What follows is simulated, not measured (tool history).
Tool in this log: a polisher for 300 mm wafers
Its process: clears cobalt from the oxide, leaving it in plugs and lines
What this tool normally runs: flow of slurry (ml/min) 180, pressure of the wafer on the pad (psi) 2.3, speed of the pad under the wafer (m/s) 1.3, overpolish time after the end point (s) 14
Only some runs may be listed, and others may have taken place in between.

run,day,flow of slurry (ml/min),pressure of the wafer on the pad (psi),speed of the pad under the wafer (m/s),overpolish time after the end point (s),wafers since the last listed run,wafers polished on this pad,hours since the slurry nozzle was cleaned,hours since the head pressure was calibrated,"incoming thickness of the incoming film, nm",time until the end point was called (s)
1,0,215,2.3,1.3,14,0,466,268,215.9,381.9,58.6
2,0.629,180,2.3,1.3,9,101,568,283.1,231,379.9,59
3,1.833,180,2.3,1.3,9,195,763,312,259.9,387.1,59.5
4,2.508,180,2.3,1.3,9,109,872,328.2,276.1,378.3,59.1
# day 2.979: worn pad replaced by a new one
5,3.254,180,2.3,1.3,14,93,44,346.1,294,376.8,59.4
6,4.654,180,2.3,1.3,14,226,271,379.7,327.6,378.3,59.4
7,6.108,180,2.3,1.3,14,235,507,414.6,362.5,379.2,59.5
8,6.95,180,2.3,1.2,8,136,643,434.8,382.7,377.1,65.3
9,7.804,180,2.3,1.2,8,138,782,455.3,403.2,377.5,65.1
10,9.012,180,2.3,1.2,8,195,977,484.3,432.2,383.6,64.9
# day 10.058: worn pad replaced by a new one
11,10.492,180,2.3,1.3,14,212,70,519.8,467.7,380.4,61.7
12,11.817,180,2.3,1.3,14,214,285,551.6,499.5,380.9,63.8
13,13.079,180,2.3,1.3,14,204,489,581.9,529.8,377.3,61.1
14,14.375,180,2.3,1.46,11,209,699,613,560.9,377.9,55.8
15,15.2,180,2.3,1.3,14,133,833,632.8,580.7,383.6,66.1
# day 16.438: slurry nozzle cleaned
# day 16.546: worn pad replaced by a new one
16,16.567,160,1.9,1.1,14,197,3,3.1,613.5,384.4,95.1
17,17.1,200,2.7,1.3,12,86,89,15.9,626.3,381.1,56.1
18,18.067,205,2.7,1.04,10,156,246,39.1,649.5,378.6,70.2
19,19.008,160,2.3,1.3,16,152,399,61.7,672.1,379.6,67.7
# day 19.933: head pressure recalibrated
20,20.275,180,1.5,1.7,14,191,590,92.1,8.2,382,67.8
21,21.479,180,2.3,1.2,8,195,786,121,37.1,377,60.7
# day 21.838: worn pad replaced by a new one
22,22.846,180,2.3,1.56,10,194,163,153.8,69.9,378.1,46.8
23,23.658,180,2.3,1.3,14,131,294,173.3,89.4,380.9,54.7
24,25.1,230,2.3,1.1,14,233,528,207.9,124,383.5,66.8
25,26.658,180,2.3,1.3,14,252,781,245.3,161.4,379.3,55.7
# day 27.554: worn pad replaced by a new one
26,28.088,180,1.9,1.3,20,204,86,279.6,195.7,376.5,66.1
27,28.85,130,1.6,1.3,9,123,209,297.9,214,383.3,84.3
28,29.696,180,2.3,0.96,14,137,346,318.2,234.3,387.4,79.2
29,30.971,180,2.3,1.3,14,206,553,348.8,264.9,385.2,57.9

Below are 4 alternative next runs, each starting from the tool's condition after run 29. Predict each:
A,30.988,180,2.8,1.3,14,2,556,349.2,265.3,382.5,?
B,30.988,120,1.7,1.68,14,2,556,349.2,265.3,382.5,?
C,30.988,150,2.6,0.88,6,2,556,349.2,265.3,382.5,?
D,30.988,180,2.6,1.3,14,2,556,349.2,265.3,382.5,?

run,time until the end point was called (s)
A,47.2
B,62.7
C,76.5
D,50.8
Stripped of hidden state, with their random variation kept, the same runs would have yielded:
run,time until the end point was called (s)
A,46.9
B,62.3
C,76
D,50.5
